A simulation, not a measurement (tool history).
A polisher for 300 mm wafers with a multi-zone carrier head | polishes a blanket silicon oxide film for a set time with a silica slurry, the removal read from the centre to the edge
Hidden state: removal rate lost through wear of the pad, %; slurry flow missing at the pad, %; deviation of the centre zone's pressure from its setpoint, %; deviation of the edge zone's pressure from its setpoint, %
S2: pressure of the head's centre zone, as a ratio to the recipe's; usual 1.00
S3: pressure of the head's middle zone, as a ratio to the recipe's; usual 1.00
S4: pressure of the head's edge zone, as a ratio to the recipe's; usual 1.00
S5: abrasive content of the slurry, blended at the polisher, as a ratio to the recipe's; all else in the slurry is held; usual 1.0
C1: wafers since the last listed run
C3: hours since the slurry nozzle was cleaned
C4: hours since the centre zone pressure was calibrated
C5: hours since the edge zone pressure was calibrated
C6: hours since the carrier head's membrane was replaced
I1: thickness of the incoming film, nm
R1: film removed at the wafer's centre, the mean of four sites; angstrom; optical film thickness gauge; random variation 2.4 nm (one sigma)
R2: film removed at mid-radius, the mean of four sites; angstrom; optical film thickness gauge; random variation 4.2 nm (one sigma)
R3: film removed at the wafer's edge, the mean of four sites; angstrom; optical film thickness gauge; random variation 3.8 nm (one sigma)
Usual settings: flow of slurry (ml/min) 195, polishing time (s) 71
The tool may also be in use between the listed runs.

run 1 hour=0.0 | flow_of_slurry_(ml/min)=170 S2=1.00 S3=1.00 S4=1.00 S5=1.0 polishing_time_(s)=71 | C1=0 wafers_polished_on_this_pad=1492 C3=48.2 C4=327.4 C5=1099.0 C6=442.2 | I1=1018.1 | R1=2696 R2=2749 R3=2656
run 2 hour=39.0 | flow_of_slurry_(ml/min)=250 S2=1.00 S3=0.95 S4=1.00 S5=1.0 polishing_time_(s)=71 | C1=216 wafers_polished_on_this_pad=1708 C3=87.2 C4=366.4 C5=1138.0 C6=481.2 | I1=1032.4 | R1=2813 R2=2739 R3=2725
-- hour=53.8 worn pad replaced by a new one
run 3 hour=83.0 | flow_of_slurry_(ml/min)=250 S2=1.00 S3=0.95 S4=1.00 S5=1.0 polishing_time_(s)=71 | C1=221 wafers_polished_on_this_pad=161 C3=131.2 C4=410.4 C5=1182.0 C6=525.2 | I1=1001.2 | R1=3087 R2=2959 R3=2901
run 4 hour=132.3 | flow_of_slurry_(ml/min)=250 S2=1.00 S3=0.95 S4=1.00 S5=1.0 polishing_time_(s)=71 | C1=273 wafers_polished_on_this_pad=434 C3=180.5 C4=459.7 C5=1231.3 C6=574.5 | I1=1021.9 | R1=3015 R2=2865 R3=2987
run 5 hour=192.3 | flow_of_slurry_(ml/min)=195 S2=1.00 S3=1.00 S4=1.00 S5=1.0 polishing_time_(s)=71 | C1=332 wafers_polished_on_this_pad=767 C3=240.5 C4=519.7 C5=1291.3 C6=634.5 | I1=1005.0 | R1=2904 R2=2885 R3=2840
run 6 hour=234.1 | flow_of_slurry_(ml/min)=250 S2=1.00 S3=0.95 S4=1.00 S5=1.0 polishing_time_(s)=71 | C1=231 wafers_polished_on_this_pad=999 C3=282.3 C4=561.5 C5=1333.1 C6=676.3 | I1=1030.6 | R1=2899 R2=2795 R3=2894
-- hour=249.9 edge zone pressure recalibrated
run 7 hour=266.2 | flow_of_slurry_(ml/min)=195 S2=1.00 S3=1.00 S4=1.00 S5=1.0 polishing_time_(s)=71 | C1=166 wafers_polished_on_this_pad=1166 C3=314.4 C4=593.6 C5=16.3 C6=708.4 | I1=1039.0 | R1=2802 R2=2839 R3=2729
run 8 hour=301.7 | flow_of_slurry_(ml/min)=230 S2=1.00 S3=1.00 S4=1.00 S5=0.8 polishing_time_(s)=71 | C1=196 wafers_polished_on_this_pad=1363 C3=349.9 C4=629.1 C5=51.8 C6=743.9 | I1=1022.5 | R1=2397 R2=2407 R3=2411
run 9 hour=327.4 | flow_of_slurry_(ml/min)=195 S2=1.00 S3=1.00 S4=0.90 S5=1.0 polishing_time_(s)=71 | C1=142 wafers_polished_on_this_pad=1505 C3=375.6 C4=654.8 C5=77.5 C6=769.6 | I1=1033.6 | R1=2685 R2=2710 R3=2556
-- hour=336.3 worn pad replaced by a new one
run 10 hour=468.7 | flow_of_slurry_(ml/min)=195 S2=1.00 S3=1.00 S4=1.00 S5=1.0 polishing_time_(s)=71 | C1=761 wafers_polished_on_this_pad=734 C3=516.9 C4=796.1 C5=218.8 C6=910.9 | I1=1006.1 | R1=2757 R2=2764 R3=2774
run 11 hour=502.0 | flow_of_slurry_(ml/min)=140 S2=1.05 S3=1.00 S4=0.91 S5=1.0 polishing_time_(s)=71 | C1=184 wafers_polished_on_this_pad=918 C3=550.2 C4=829.4 C5=252.1 C6=944.2 | I1=1006.8 | R1=2641 R2=2621 R3=2572
run 12 hour=528.6 | flow_of_slurry_(ml/min)=195 S2=0.94 S3=1.03 S4=1.00 S5=1.0 polishing_time_(s)=71 | C1=147 wafers_polished_on_this_pad=1066 C3=576.8 C4=856.0 C5=278.7 C6=970.8 | I1=1030.3 | R1=2504 R2=2725 R3=2703
-- hour=542.2 carrier head's membrane replaced by a new one
-- hour=574.2 slurry nozzle cleaned
run 13 hour=587.0 | flow_of_slurry_(ml/min)=195 S2=1.00 S3=1.00 S4=1.00 S5=1.0 polishing_time_(s)=49 | C1=290 wafers_polished_on_this_pad=1356 C3=12.8 C4=914.4 C5=337.1 C6=44.8 | I1=1016.1 | R1=1933 R2=1955 R3=1864
-- hour=593.6 centre zone pressure recalibrated
-- hour=609.6 worn pad replaced by a new one
run 14 hour=659.0 | flow_of_slurry_(ml/min)=220 S2=1.00 S3=1.00 S4=1.00 S5=1.0 polishing_time_(s)=71 | C1=365 wafers_polished_on_this_pad=273 C3=84.8 C4=65.4 C5=409.1 C6=116.8 | I1=1039.7 | R1=3028 R2=2994 R3=2999
run 15 hour=713.6 | flow_of_slurry_(ml/min)=265 S2=1.00 S3=1.00 S4=1.00 S5=1.0 polishing_time_(s)=88 | C1=302 wafers_polished_on_this_pad=576 C3=139.4 C4=120.0 C5=463.7 C6=171.4 | I1=1020.6 | R1=3815 R2=3803 R3=3662

The next listed run, before its measurement:
run 16 hour=738.4 | flow_of_slurry_(ml/min)=195 S2=1.00 S3=1.00 S4=1.07 S5=0.8 polishing_time_(s)=86 | C1=137 wafers_polished_on_this_pad=714 C3=164.2 C4=144.8 C5=488.5 C6=196.2 | I1=1028.4 | R1=? R2=? R3=?

R1: 3024 angstrom
R2: 2984 angstrom
R3: 3043 angstrom
Without the tool's hidden state the same run would have given R1 3107 angstrom, R2 3063 angstrom, R3 3117 angstrom.
